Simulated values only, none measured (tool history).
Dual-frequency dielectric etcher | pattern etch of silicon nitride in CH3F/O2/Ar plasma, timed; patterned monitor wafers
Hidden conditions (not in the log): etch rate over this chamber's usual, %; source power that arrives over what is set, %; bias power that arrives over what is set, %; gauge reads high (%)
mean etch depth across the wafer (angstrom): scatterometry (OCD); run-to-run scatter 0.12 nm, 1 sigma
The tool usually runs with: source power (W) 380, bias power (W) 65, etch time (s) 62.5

run,day,source power (W),bias power (W),etch time (s),wafers since the last listed run,hours since the last wet clean,hours since the last source power generator calibration,hours since the last bias power generator calibration,hours since the last upper electrode change,hours since the gauge calibration,"read-back reference wafer on the same gauge, depth_nm",mean etch depth across the wafer (angstrom)
1,0,380,65,62.5,0,554.2,3248.3,3421.1,4254.2,82.5,37.79,386.1
2,0.321,380,65,62.5,58,561.9,3256,3428.8,4261.9,90.2,37.79,384.8
3,0.575,380,65,62.5,46,568,3262.1,3434.9,4268,96.3,37.8,384.1
4,1.112,380,57,62.5,97,580.9,3275,3447.8,4280.9,109.2,37.78,358.9
5,1.388,380,57,62.5,49,587.5,3281.6,3454.4,4287.5,115.8,37.82,356
6,1.946,380,57,62.5,101,600.9,3295,3467.8,4300.9,129.2,37.79,356.8
7,2.204,420,65,62.5,46,607.1,3301.2,3474,4307.1,135.4,37.77,395.6
8,2.533,380,65,62.5,59,615,3309.1,3481.9,4315,143.3,37.78,383.9
# day 3.033: source power generator calibrated
# day 3.329: bias power generator calibrated
9,3.35,380,65,62.5,87,634.6,7.6,0.5,4334.6,162.9,37.81,382.3
10,3.658,380,65,62.5,55,642,15,7.9,4342,170.3,37.8,382.6
# day 3.688: gauge calibrated
# day 4.667: upper electrode replaced
11,4.688,320,65,75,5,666.7,39.7,32.6,0.5,24,37.8,434.3
12,4.7,420,65,62.5,2,667,40,32.9,0.8,24.3,37.79,392.9
13,5,380,49,62.5,54,674.2,47.2,40.1,8,31.5,37.8,325.9
# day 6.158: wet clean of the chamber
14,6.179,380,71,74.5,32,0.5,75.5,68.4,36.3,59.8,37.81,507.9
15,6.192,450,74,62.5,2,0.8,75.8,68.7,36.6,60.1,37.79,456.7
16,6.446,380,75,62.5,46,6.9,81.9,74.8,42.7,66.2,37.82,435.6
17,7.062,450,61,47.5,111,21.7,96.7,89.6,57.5,81,37.8,313.8
18,7.479,440,65,62.5,75,31.7,106.7,99.6,67.5,91,37.78,421.7
19,8.125,340,55,45.5,116,47.2,122.2,115.1,83,106.5,37.8,258.9
20,8.467,480,55,62.5,61,55.4,130.4,123.3,91.2,114.7,37.81,396.3
21,8.788,380,65,62.5,58,63.1,138.1,131,98.9,122.4,37.79,401

For each entry between runs, how does the tool's hidden state at the last listed run before it compare with that at the first listed run after it?
After run 8, before run 9: source power generator calibrated (day 3.033); bias power generator calibrated (day 3.329)
  etch rate over this chamber's usual, %: -5.21 -> -5.37
  what was measured, less what the result would be without the hidden state, mean etch depth across the wafer (angstrom): -21.1 -> -21.7
After run 10, before run 11: gauge calibrated (day 3.688); upper electrode replaced (day 4.667)
  etch rate over this chamber's usual, %: -5.44 -> -5.65
  what was measured, less what the result would be without the hidden state, mean etch depth across the wafer (angstrom): -22 -> -26
After run 13, before run 14: wet clean of the chamber (day 6.158)
  etch rate over this chamber's usual, %: -5.71 -> 0.00359
  what was measured, less what the result would be without the hidden state, mean etch depth across the wafer (angstrom): -19.8 -> +0

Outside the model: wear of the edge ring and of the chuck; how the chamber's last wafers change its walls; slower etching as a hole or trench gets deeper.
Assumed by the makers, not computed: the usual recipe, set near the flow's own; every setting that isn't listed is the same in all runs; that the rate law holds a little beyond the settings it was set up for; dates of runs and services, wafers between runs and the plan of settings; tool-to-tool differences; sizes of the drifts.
